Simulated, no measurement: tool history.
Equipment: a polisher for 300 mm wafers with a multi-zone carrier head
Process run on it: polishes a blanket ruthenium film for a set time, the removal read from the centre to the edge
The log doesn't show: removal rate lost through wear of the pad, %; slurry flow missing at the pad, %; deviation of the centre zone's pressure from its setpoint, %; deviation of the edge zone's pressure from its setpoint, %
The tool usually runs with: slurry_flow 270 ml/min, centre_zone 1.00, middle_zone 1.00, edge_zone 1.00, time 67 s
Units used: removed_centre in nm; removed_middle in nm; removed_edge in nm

run	day	slurry_flow	centre_zone	middle_zone	edge_zone	time	wafers since the last listed run	wafers polished on this pad	hours since the slurry nozzle was cleaned	hours since the centre zone pressure was calibrated	hours since the edge zone pressure was calibrated	hours since the carrier head's membrane was replaced	incoming thickness of the incoming film, nm	removed_centre	removed_middle	removed_edge
1	0.000	270	1.00	1.00	1.00	67	0	3	847.1	415.3	440.0	164.9	417.8	82.6	83.2	83.9
2	1.758	270	1.00	1.00	1.00	67	255	258	889.3	457.5	482.2	207.1	417.3	81.9	82.6	83.9
3	5.146	270	1.00	1.00	1.00	67	491	750	970.6	538.8	563.5	288.4	426.4	81.5	82.8	82.3
# day 5.475: slurry nozzle cleaned
4	8.971	240	1.00	1.00	1.00	67	549	1299	83.9	630.6	655.3	380.2	412.4	83.5	83.8	84.3
5	10.804	270	1.00	1.00	1.00	67	266	1565	127.9	674.6	699.3	424.2	424.3	84.0	86.1	85.3
# day 12.321: carrier head's membrane replaced by a new one
6	12.704	220	0.96	0.93	1.00	67	245	1811	173.5	720.2	744.9	9.2	416.2	77.9	77.5	83.3
7	15.371	270	1.00	1.00	1.00	67	387	2198	237.5	784.2	808.9	73.2	423.8	83.0	83.7	84.0
# day 18.396: centre zone pressure recalibrated
8	18.433	200	1.04	1.00	1.00	67	432	2630	311.0	0.9	882.4	146.7	420.9	80.7	77.7	80.5
9	21.025	180	1.00	1.00	1.00	67	376	3007	373.2	63.1	944.6	208.9	421.3	74.7	74.9	78.4
# day 23.542: worn pad replaced by a new one
10	25.025	270	1.00	1.00	1.09	67	556	215	469.2	159.1	1040.6	304.9	419.5	83.2	83.7	89.1
11	28.904	270	1.00	0.94	0.96	67	563	778	562.3	252.2	1133.7	398.0	419.6	82.9	79.0	82.5
12	31.150	355	1.04	1.00	0.96	58	326	1104	616.2	306.1	1187.6	451.9	420.7	77.2	74.1	73.4
# day 32.288: edge zone pressure recalibrated
# day 33.808: carrier head's membrane replaced by a new one
13	35.321	270	1.00	1.00	1.00	67	563	1667	716.3	406.2	72.8	36.3	421.0	82.0	82.0	82.6
14	39.704	270	1.00	1.04	1.00	61	636	2304	821.5	511.4	178.0	141.5	411.9	74.0	77.7	76.7
15	41.633	270	1.00	1.00	1.00	67	280	2584	867.8	557.7	224.3	187.8	411.5	81.4	81.0	82.7
16	44.658	270	1.00	1.11	0.96	53	439	3023	940.4	630.3	296.9	260.4	420.1	64.1	69.8	63.8
# day 46.042: slurry nozzle cleaned
# day 46.425: worn pad replaced by a new one
17	47.979	305	1.00	1.00	1.00	67	451	225	46.5	710.0	376.6	340.1	426.8	86.6	87.0	85.2
18	50.883	270	1.00	1.09	1.00	83	421	647	116.2	779.7	446.3	409.8	418.9	102.9	112.2	105.7
19	52.762	270	1.00	1.00	1.00	67	272	920	161.3	824.8	491.4	454.9	415.7	84.3	83.9	83.8
# day 53.371: carrier head's membrane replaced by a new one
20	55.196	270	1.12	1.08	1.12	74	323	1243	219.7	883.2	549.8	43.8	423.3	102.9	98.8	100.5
21	57.308	325	0.95	1.07	1.00	73	306	1549	270.4	933.9	600.5	94.5	418.9	87.4	98.9	93.2

Each row is a separate what-if for the run after 21, all from the same tool condition, not one after another. Results?
A	57.329	270	1.00	1.00	1.00	82	3	1552	270.9	934.4	601.0	95.0	420.6	?	?	?
B	57.329	270	1.00	0.96	1.04	53	3	1552	270.9	934.4	601.0	95.0	420.6	?	?	?
C	57.329	185	0.88	0.95	1.00	75	3	1552	270.9	934.4	601.0	95.0	420.6	?	?	?
D	57.329	270	1.00	1.00	1.12	78	3	1552	270.9	934.4	601.0	95.0	420.6	?	?	?
E	57.329	270	1.00	1.12	1.00	67	3	1552	270.9	934.4	601.0	95.0	420.6	?	?	?

run	removed_centre	removed_middle	removed_edge
A	101.5	101.5	101.2
B	65.6	63.4	66.7
C	75.4	82.9	88.0
D	96.6	96.5	101.9
E	83.0	91.3	82.6
Take away the tool's hidden state, keep each run's random variation, and the runs would have read:
run	removed_centre	removed_middle	removed_edge
A	105.9	105.6	104.5
B	68.4	65.9	68.9
C	79.9	87.4	91.8
D	100.7	100.4	105.2
E	86.6	95.0	85.3

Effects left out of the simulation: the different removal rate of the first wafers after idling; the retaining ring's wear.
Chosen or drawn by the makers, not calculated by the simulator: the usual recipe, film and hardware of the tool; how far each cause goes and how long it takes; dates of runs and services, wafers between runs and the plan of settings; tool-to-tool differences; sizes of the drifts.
